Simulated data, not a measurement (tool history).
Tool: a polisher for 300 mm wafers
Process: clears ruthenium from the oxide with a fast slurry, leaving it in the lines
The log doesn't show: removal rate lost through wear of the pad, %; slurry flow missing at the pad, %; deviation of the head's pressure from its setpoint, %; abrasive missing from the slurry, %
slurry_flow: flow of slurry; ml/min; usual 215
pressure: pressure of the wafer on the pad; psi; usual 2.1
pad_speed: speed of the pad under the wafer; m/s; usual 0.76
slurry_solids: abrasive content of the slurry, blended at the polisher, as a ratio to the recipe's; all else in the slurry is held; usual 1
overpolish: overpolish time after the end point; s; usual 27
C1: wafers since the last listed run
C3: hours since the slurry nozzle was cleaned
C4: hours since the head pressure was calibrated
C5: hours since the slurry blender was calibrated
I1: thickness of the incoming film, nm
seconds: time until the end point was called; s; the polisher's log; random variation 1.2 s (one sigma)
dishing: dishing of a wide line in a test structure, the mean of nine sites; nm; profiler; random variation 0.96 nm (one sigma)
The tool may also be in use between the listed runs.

Run 1, hour 0: usual settings; C1 0; wafers polished on this pad 301; C3 262.3; C4 576.9; C5 78.2; I1 228.1. Result: seconds 116.2 s, dishing 45 nm.
Run 2, hour 7.9: usual settings; C1 76; wafers polished on this pad 378; C3 270.2; C4 584.8; C5 86.1; I1 229.3. Result: seconds 118.7 s, dishing 46 nm.
Run 3, hour 15.1: usual settings; C1 69; wafers polished on this pad 447; C3 277.4; C4 592; C5 93.3; I1 231.7. Result: seconds 123.1 s, dishing 45.2 nm.
Run 4, hour 26.3: usual settings; C1 108; wafers polished on this pad 556; C3 288.6; C4 603.2; C5 104.5; I1 229. Result: seconds 121.7 s, dishing 44.8 nm.
Run 5, hour 37.2: usual settings but pressure 2.5 psi, slurry_solids 1.2; C1 105; wafers polished on this pad 662; C3 299.5; C4 614.1; C5 115.4; I1 229.4. Result: seconds 97.8 s, dishing 55 nm.
Run 6, hour 45.7: usual settings but pressure 2.5 psi, slurry_solids 1.2; C1 82; wafers polished on this pad 744; C3 308; C4 622.6; C5 123.9; I1 235. Result: seconds 98.2 s, dishing 55.5 nm.
At hour 64.1: worn pad replaced by a new one.
Run 7, hour 64.6: usual settings but pressure 2.5 psi, slurry_solids 1.2; C1 144; wafers polished on this pad 4; C3 326.9; C4 641.5; C5 142.8; I1 229.4. Result: seconds 96.6 s, dishing 53.8 nm.
Run 8, hour 71.2: usual settings but slurry_flow 145 ml/min, pressure 2.8 psi, pad_speed 1.02 m/s, overpolish 37 s; C1 63; wafers polished on this pad 68; C3 333.5; C4 648.1; C5 149.4; I1 226.4. Result: seconds 75.6 s, dishing 87.4 nm.
Run 9, hour 95.6: usual settings but pressure 1.7 psi, pad_speed 1.02 m/s; C1 236; wafers polished on this pad 305; C3 357.9; C4 672.5; C5 173.8; I1 231.2. Result: seconds 120.9 s, dishing 47.9 nm.
Run 10, hour 106.1: usual settings but slurry_solids 1.2, overpolish 15 s; C1 101; wafers polished on this pad 407; C3 368.4; C4 683; C5 184.3; I1 230.8. Result: seconds 120.2 s, dishing 26.2 nm.
Run 11, hour 112.9: usual settings; C1 65; wafers polished on this pad 473; C3 375.2; C4 689.8; C5 191.1; I1 226.6. Result: seconds 122.3 s, dishing 43.8 nm.
Run 12, hour 122.6: usual settings; C1 94; wafers polished on this pad 567; C3 384.9; C4 699.5; C5 200.8; I1 231.2. Result: seconds 126.5 s, dishing 44 nm.
Run 13, hour 135: usual settings but slurry_solids 0.8; C1 120; wafers polished on this pad 687; C3 397.3; C4 711.9; C5 213.2; I1 231.3. Result: seconds 136.8 s, dishing 40.7 nm.
Run 14, hour 152: usual settings but slurry_flow 155 ml/min, pressure 2.4 psi, slurry_solids 1.1, overpolish 14 s; C1 164; wafers polished on this pad 852; C3 414.3; C4 728.9; C5 230.2; I1 229.8. Result: seconds 111.9 s, dishing 26.1 nm.
At hour 169.3: worn pad replaced by a new one.
Run 15, hour 169.8: usual settings but slurry_solids 0.85; C1 133; wafers polished on this pad 4; C3 432.1; C4 746.7; C5 248; I1 229. Result: seconds 130.7 s, dishing 42 nm.
At hour 179.3: head pressure recalibrated.
Run 16, hour 179.8: usual settings but slurry_flow 280 ml/min, pressure 2.5 psi, slurry_solids 1.25, overpolish 32 s; C1 77; wafers polished on this pad 82; C3 442.1; C4 0.5; C5 258; I1 229.2. Result: seconds 95.1 s, dishing 62.5 nm.
Run 17, hour 195.2: usual settings but pressure 1.9 psi; C1 149; wafers polished on this pad 231; C3 457.5; C4 15.9; C5 273.4; I1 230. Result: seconds 138.5 s, dishing 38.4 nm.
At hour 198: slurry blender recalibrated.
At hour 201.6: slurry nozzle cleaned.
Run 18, hour 212.4: usual settings but slurry_flow 235 ml/min, pressure 1.8 psi, overpolish 19 s; C1 137; wafers polished on this pad 369; C3 10.8; C4 33.1; C5 14.4; I1 228.7. Result: seconds 131.7 s, dishing 31 nm.
Run 19, hour 226.5: usual settings but slurry_solids 0.7, overpolish 20 s; C1 136; wafers polished on this pad 506; C3 24.9; C4 47.2; C5 28.5; I1 232.5. Result: seconds 132.8 s, dishing 30.4 nm.
Run 20, hour 234.8: usual settings but slurry_flow 180 ml/min, pressure 1.6 psi, pad_speed 0.96 m/s, overpolish 17 s; C1 80; wafers polished on this pad 586; C3 33.2; C4 55.5; C5 36.8; I1 230.6. Result: seconds 129.8 s, dishing 27.8 nm.
Run 21, hour 251.6: usual settings; C1 162; wafers polished on this pad 749; C3 50; C4 72.3; C5 53.6; I1 232.9. Result: seconds 120.1 s, dishing 42.7 nm.
At hour 264.7: worn pad replaced by a new one.
Run 22, hour 265.3: usual settings; C1 94; wafers polished on this pad 5; C3 63.7; C4 86; C5 67.3; I1 232.1. Result: seconds 122.8 s, dishing 44 nm.
Run 23, hour 314.6: usual settings but slurry_flow 235 ml/min, pressure 1.9 psi, pad_speed 0.56 m/s; C1 477; wafers polished on this pad 483; C3 113; C4 135.3; C5 116.6; I1 228.8. Result: seconds 181 s, dishing 31 nm.
Run 24, hour 324.5: usual settings but slurry_flow 255 ml/min, pressure 1.6 psi; C1 95; wafers polished on this pad 579; C3 122.9; C4 145.2; C5 126.5; I1 227.7. Result: seconds 159.7 s, dishing 35.1 nm.
Run 25, hour 339.3: usual settings; C1 143; wafers polished on this pad 723; C3 137.7; C4 160; C5 141.3; I1 230.6. Result: seconds 126.2 s, dishing 41.3 nm.
Run 26, hour 354.8: usual settings but pad_speed 0.94 m/s; C1 150; wafers polished on this pad 873; C3 153.2; C4 175.5; C5 156.8; I1 228.1. Result: seconds 106 s, dishing 50.7 nm.
Run 27, hour 363.2: usual settings but slurry_solids 1.1; C1 81; wafers polished on this pad 954; C3 161.6; C4 183.9; C5 165.2; I1 229.7. Result: seconds 123.6 s, dishing 44.7 nm.
Run 28, hour 371.8: usual settings but pressure 1.9 psi, slurry_solids 0.7; C1 83; wafers polished on this pad 1038; C3 170.2; C4 192.5; C5 173.8; I1 232.7. Result: seconds 156.6 s, dishing 36.1 nm.

Forecast each of these 5 alternatives for the next run:
Run A, hour 372.3: usual settings but slurry_flow 265 ml/min; C1 4; wafers polished on this pad 1042; C3 170.7; C4 193; C5 174.3; I1 229. Result: seconds ?, dishing ?.
Run B, hour 372.3: usual settings but slurry_flow 280 ml/min; C1 4; wafers polished on this pad 1042; C3 170.7; C4 193; C5 174.3; I1 229. Result: seconds ?, dishing ?.
Run C, hour 372.3: usual settings but slurry_flow 235 ml/min, pressure 2.7 psi, pad_speed 0.54 m/s, slurry_solids 1.1; C1 4; wafers polished on this pad 1042; C3 170.7; C4 193; C5 174.3; I1 229. Result: seconds ?, dishing ?.
Run D, hour 372.3: usual settings but slurry_solids 1.3, overpolish 15 s; C1 4; wafers polished on this pad 1042; C3 170.7; C4 193; C5 174.3; I1 229. Result: seconds ?, dishing ?.
Run E, hour 372.3: usual settings but pressure 1.5 psi, pad_speed 0.54 m/s; C1 4; wafers polished on this pad 1042; C3 170.7; C4 193; C5 174.3; I1 229. Result: seconds ?, dishing ?.

run  seconds  dishing
  A    123.9     43.7
  B    123.2     43.9
  C    127.3     42.6
  D    116.3     26.8
  E    239.3     23.6
Without the tool's hidden state the same runs would have given:
run  seconds  dishing
  A    108.6     49.2
  B    107.9     49.4
  C      112     47.8
  D    103.1     30.1
  E    209.7     26.8
